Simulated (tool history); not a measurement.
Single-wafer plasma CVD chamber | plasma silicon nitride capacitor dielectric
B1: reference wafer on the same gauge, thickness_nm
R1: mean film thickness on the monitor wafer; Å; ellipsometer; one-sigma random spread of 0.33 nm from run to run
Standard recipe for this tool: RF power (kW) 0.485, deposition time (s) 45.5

{"run": 1, "day": 0.0, "RF power (kW)": 0.485, "deposition time (s)": 45.5, "B1": 79.523, "R1": 707.38}
{"run": 2, "day": 1.862, "RF power (kW)": 0.485, "deposition time (s)": 52.4, "B1": 79.536, "R1": 810.47}
{"run": 3, "day": 2.883, "RF power (kW)": 0.485, "deposition time (s)": 40.3, "B1": 79.567, "R1": 620.86}
{"run": 4, "day": 3.433, "RF power (kW)": 0.485, "deposition time (s)": 45.5, "B1": 79.457, "R1": 706.74}
{"run": 5, "day": 4.442, "RF power (kW)": 0.52, "deposition time (s)": 45.5, "B1": 79.493, "R1": 723.13}
{"run": 6, "day": 5.283, "RF power (kW)": 0.52, "deposition time (s)": 45.5, "B1": 79.561, "R1": 712.68}
{"run": 7, "day": 6.521, "RF power (kW)": 0.52, "deposition time (s)": 45.5, "B1": 79.503, "R1": 716.93}
{"run": 8, "day": 7.704, "RF power (kW)": 0.485, "deposition time (s)": 45.5, "B1": 79.608, "R1": 706.59}
{"run": 9, "day": 8.533, "RF power (kW)": 0.485, "deposition time (s)": 45.5, "B1": 79.576, "R1": 707.13}
{"run": 10, "day": 9.362, "RF power (kW)": 0.485, "deposition time (s)": 45.5, "B1": 79.469, "R1": 703.28}
{"run": 11, "day": 10.654, "RF power (kW)": 0.485, "deposition time (s)": 45.5, "B1": 79.507, "R1": 705.29}
{"run": 12, "day": 11.412, "RF power (kW)": 0.485, "deposition time (s)": 45.5, "B1": 79.521, "R1": 710.18}
{"run": 13, "day": 11.946, "RF power (kW)": 0.485, "deposition time (s)": 45.5, "B1": 79.449, "R1": 715.06}
{"run": 14, "day": 12.621, "RF power (kW)": 0.415, "deposition time (s)": 54.5, "B1": 79.635, "R1": 814.24}
{"run": 15, "day": 13.846, "RF power (kW)": 0.52, "deposition time (s)": 49.1, "B1": 79.459, "R1": 770.55}
{"run": 16, "day": 14.754, "RF power (kW)": 0.485, "deposition time (s)": 50.7, "B1": 79.441, "R1": 779.57}
{"run": 17, "day": 15.775, "RF power (kW)": 0.54, "deposition time (s)": 48.3, "B1": 79.588, "R1": 769.1}
{"run": 18, "day": 16.879, "RF power (kW)": 0.52, "deposition time (s)": 45.5, "B1": 79.578, "R1": 717.27}
{"run": 19, "day": 18.462, "RF power (kW)": 0.54, "deposition time (s)": 40.7, "B1": 79.476, "R1": 650.32}
{"run": 20, "day": 19.446, "RF power (kW)": 0.485, "deposition time (s)": 40.2, "B1": 79.584, "R1": 627.02}
{"run": 21, "day": 20.796, "RF power (kW)": 0.52, "deposition time (s)": 41.7, "B1": 79.5, "R1": 661.55}
{"run": 22, "day": 21.746, "RF power (kW)": 0.485, "deposition time (s)": 45.5, "B1": 79.605, "R1": 703.88}
{"run": 23, "day": 22.35, "RF power (kW)": 0.485, "deposition time (s)": 45.5, "B1": 79.502, "R1": 709.18}
{"run": 24, "day": 23.829, "RF power (kW)": 0.485, "deposition time (s)": 45.5, "B1": 79.613, "R1": 707.29}
{"run": 25, "day": 24.879, "RF power (kW)": 0.44, "deposition time (s)": 40.8, "B1": 79.523, "R1": 615.01}

Withheld: 4 entries from between the runs. Position of each, and hidden state at the listed run before versus the listed run after:
Run 7 -> run 8: gauge calibrated (day 7.604)
  no difference in the tool's unlogged condition between these two runs
Run 17 -> run 18: showerhead replaced (day 16.683)
  no difference in the tool's unlogged condition between these two runs
Run 18 -> run 19: RF generator calibrated (day 18.442)
  no difference in the tool's unlogged condition between these two runs
Run 23 -> run 24: gauge calibrated (day 22.433)
  no difference in the tool's unlogged condition between these two runs
